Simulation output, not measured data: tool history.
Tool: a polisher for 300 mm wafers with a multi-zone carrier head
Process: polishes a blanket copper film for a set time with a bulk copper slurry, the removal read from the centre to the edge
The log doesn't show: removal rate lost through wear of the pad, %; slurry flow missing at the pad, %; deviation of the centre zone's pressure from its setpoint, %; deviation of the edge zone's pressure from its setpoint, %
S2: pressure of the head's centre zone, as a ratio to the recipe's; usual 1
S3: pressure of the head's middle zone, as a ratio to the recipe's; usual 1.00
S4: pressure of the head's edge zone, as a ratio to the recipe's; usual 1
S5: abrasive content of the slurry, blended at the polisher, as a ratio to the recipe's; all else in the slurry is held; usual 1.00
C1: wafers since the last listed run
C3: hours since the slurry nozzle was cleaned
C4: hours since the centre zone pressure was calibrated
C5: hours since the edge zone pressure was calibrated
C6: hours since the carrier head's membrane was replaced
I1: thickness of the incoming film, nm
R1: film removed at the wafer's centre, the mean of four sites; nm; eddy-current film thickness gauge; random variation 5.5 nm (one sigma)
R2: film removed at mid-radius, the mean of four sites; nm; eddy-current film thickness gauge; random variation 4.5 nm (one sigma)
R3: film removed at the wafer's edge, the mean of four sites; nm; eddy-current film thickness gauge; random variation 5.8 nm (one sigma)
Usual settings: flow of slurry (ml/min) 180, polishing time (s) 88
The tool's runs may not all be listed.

Run 1, day 0.000: usual settings; C1 0; wafers polished on this pad 387; C3 715.2; C4 378.3; C5 376.8; C6 491.7; I1 3546.5. Result: R1 579.4 nm, R2 598.1 nm, R3 646.4 nm.
At day 0.954: slurry nozzle cleaned.
Run 2, day 2.921: usual settings; C1 657; wafers polished on this pad 1045; C3 47.2; C4 448.4; C5 446.9; C6 561.8; I1 3568.6. Result: R1 615.3 nm, R2 643.3 nm, R3 655.9 nm.
Run 3, day 5.021: usual settings; C1 479; wafers polished on this pad 1524; C3 97.6; C4 498.8; C5 497.3; C6 612.2; I1 3633.3. Result: R1 614.9 nm, R2 637.4 nm, R3 653.1 nm.
At day 6.296: worn pad replaced by a new one.
Run 4, day 7.762: usual settings; C1 588; wafers polished on this pad 334; C3 163.4; C4 564.6; C5 563.1; C6 678.0; I1 3528.8. Result: R1 592.1 nm, R2 632.1 nm, R3 646.7 nm.
Run 5, day 9.229: usual settings; C1 335; wafers polished on this pad 670; C3 198.6; C4 599.8; C5 598.3; C6 713.2; I1 3567.7. Result: R1 600.8 nm, R2 625.9 nm, R3 652.7 nm.
At day 9.867: edge zone pressure recalibrated.
Run 6, day 11.567: usual settings; C1 514; wafers polished on this pad 1185; C3 254.7; C4 655.9; C5 40.8; C6 769.3; I1 3562.1. Result: R1 594.3 nm, R2 625.5 nm, R3 656.2 nm.
At day 14.396: worn pad replaced by a new one.
Run 7, day 14.417: usual settings; C1 613; wafers polished on this pad 4; C3 323.1; C4 724.3; C5 109.2; C6 837.7; I1 3545.4. Result: R1 588.3 nm, R2 614.6 nm, R3 646.0 nm.
At day 14.583: centre zone pressure recalibrated.
Run 8, day 15.438: usual settings but S3 1.04, polishing time (s) 109; C1 214; wafers polished on this pad 218; C3 347.6; C4 20.5; C5 133.7; C6 862.2; I1 3526.6. Result: R1 787.3 nm, R2 779.5 nm, R3 797.2 nm.
Run 9, day 16.517: usual settings but flow of slurry (ml/min) 200, S3 1.09; C1 246; wafers polished on this pad 465; C3 373.5; C4 46.4; C5 159.6; C6 888.1; I1 3568.8. Result: R1 627.4 nm, R2 660.5 nm, R3 658.0 nm.
Run 10, day 22.054: usual settings but flow of slurry (ml/min) 200, S3 1.09; C1 1265; wafers polished on this pad 1730; C3 506.4; C4 179.3; C5 292.5; C6 1021.0; I1 3564.3. Result: R1 605.1 nm, R2 637.9 nm, R3 644.7 nm.
At day 23.979: worn pad replaced by a new one.
At day 25.246: carrier head's membrane replaced by a new one.
Run 11, day 27.254: usual settings but S5 1.25; C1 1102; wafers polished on this pad 700; C3 631.2; C4 304.1; C5 417.3; C6 48.2; I1 3554.5. Result: R1 578.5 nm, R2 606.5 nm, R3 645.2 nm.

Forecast run 12:
At day 28.621: slurry nozzle cleaned.
Run 12, day 29.133: usual settings; C1 419; wafers polished on this pad 1120; C3 12.3; C4 349.2; C5 462.4; C6 93.3; I1 3604.2. Result: R1 ?, R2 ?, R3 ?.

{"run 12": {"R1": 633.4, "R2": 652.3, "R3": 671.8}}
Without the tool's hidden state the same run would have given R1 677.7 nm, R2 655.1 nm, R3 674.1 nm.

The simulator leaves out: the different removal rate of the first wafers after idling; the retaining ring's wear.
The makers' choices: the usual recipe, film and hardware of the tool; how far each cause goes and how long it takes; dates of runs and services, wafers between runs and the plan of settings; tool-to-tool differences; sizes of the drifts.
